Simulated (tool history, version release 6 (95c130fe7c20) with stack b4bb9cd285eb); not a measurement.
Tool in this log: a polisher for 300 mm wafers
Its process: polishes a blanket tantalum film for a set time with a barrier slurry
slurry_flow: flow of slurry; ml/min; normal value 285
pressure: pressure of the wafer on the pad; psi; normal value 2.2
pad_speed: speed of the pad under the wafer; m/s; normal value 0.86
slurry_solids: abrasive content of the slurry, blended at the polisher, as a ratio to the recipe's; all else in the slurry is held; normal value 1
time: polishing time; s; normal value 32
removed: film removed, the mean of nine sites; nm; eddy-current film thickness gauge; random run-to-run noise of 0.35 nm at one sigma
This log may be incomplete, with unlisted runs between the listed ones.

| run | hour | slurry_flow | pressure | pad_speed | slurry_solids | time | incoming thickness of the incoming film, nm | removed |
|---|---|---|---|---|---|---|---|---|
| 1 | 0 | 285 | 2.2 | 0.86 | 1 | 29 | 408.1 | 46.5 |
| 2 | 24.8 | 260 | 2.2 | 0.86 | 0.85 | 32 | 412.8 | 49.7 |
| 3 | 59.2 | 285 | 2.2 | 0.86 | 1 | 32 | 416.5 | 52.7 |
|  | 84 | worn pad replaced by a new one |
| 4 | 85.7 | 285 | 1.7 | 0.86 | 1 | 32 | 406.5 | 40.8 |
| 5 | 102.8 | 285 | 1.7 | 0.86 | 1 | 32 | 410.3 | 41.5 |
| 6 | 130.3 | 285 | 1.7 | 0.86 | 1 | 32 | 412.1 | 40.8 |
| 7 | 162.8 | 285 | 2.2 | 0.86 | 1 | 32 | 409.5 | 53.3 |
| 8 | 175.7 | 285 | 2.2 | 0.86 | 1 | 32 | 410.2 | 53.3 |
|  | 201.3 | worn pad replaced by a new one |
| 9 | 206.7 | 325 | 2.2 | 0.86 | 0.9 | 35 | 411.1 | 58 |
|  | 223.2 | slurry nozzle cleaned |
|  | 260.8 | slurry blender recalibrated |
|  | 267.2 | head pressure recalibrated |
| 10 | 281.8 | 285 | 2.2 | 0.78 | 1 | 32 | 412.5 | 44.5 |
|  | 318.4 | worn pad replaced by a new one |
| 11 | 318.9 | 285 | 2.2 | 1.14 | 1 | 32 | 410.9 | 66.1 |
| 12 | 349.6 | 230 | 2.2 | 0.86 | 1 | 32 | 410 | 49.1 |
| 13 | 365.3 | 285 | 2.2 | 0.86 | 0.75 | 39 | 414.2 | 55.4 |
| 14 | 396.9 | 285 | 2.6 | 1.12 | 0.9 | 32 | 408.3 | 73.5 |
| 15 | 417.5 | 285 | 2.2 | 0.86 | 1 | 32 | 413.3 | 49.9 |
|  | 430.4 | worn pad replaced by a new one |
| 16 | 431.2 | 285 | 2.7 | 0.68 | 1 | 27 | 410.2 | 40.7 |

What if the next run were any one of these 5? Each begins from the tool's condition after run 16:
| A | 431.6 | 285 | 2.2 | 0.86 | 1 | 24 | 404.4 | ? |
| B | 431.6 | 335 | 2.2 | 0.86 | 0.8 | 32 | 404.4 | ? |
| C | 431.6 | 185 | 2.2 | 1.12 | 0.7 | 32 | 404.4 | ? |
| D | 431.6 | 285 | 2.2 | 0.86 | 1.15 | 32 | 404.4 | ? |
| E | 431.6 | 365 | 3 | 0.86 | 1 | 32 | 404.4 | ? |

| run | removed |
|---|---|
| A | 37.4 |
| B | 47.5 |
| C | 57.5 |
| D | 51.7 |
| E | 69 |
With no hidden state in the tool, these same runs would have given:
| run | removed |
|---|---|
| A | 37.4 |
| B | 47.4 |
| C | 57.5 |
| D | 51.6 |
| E | 68.9 |
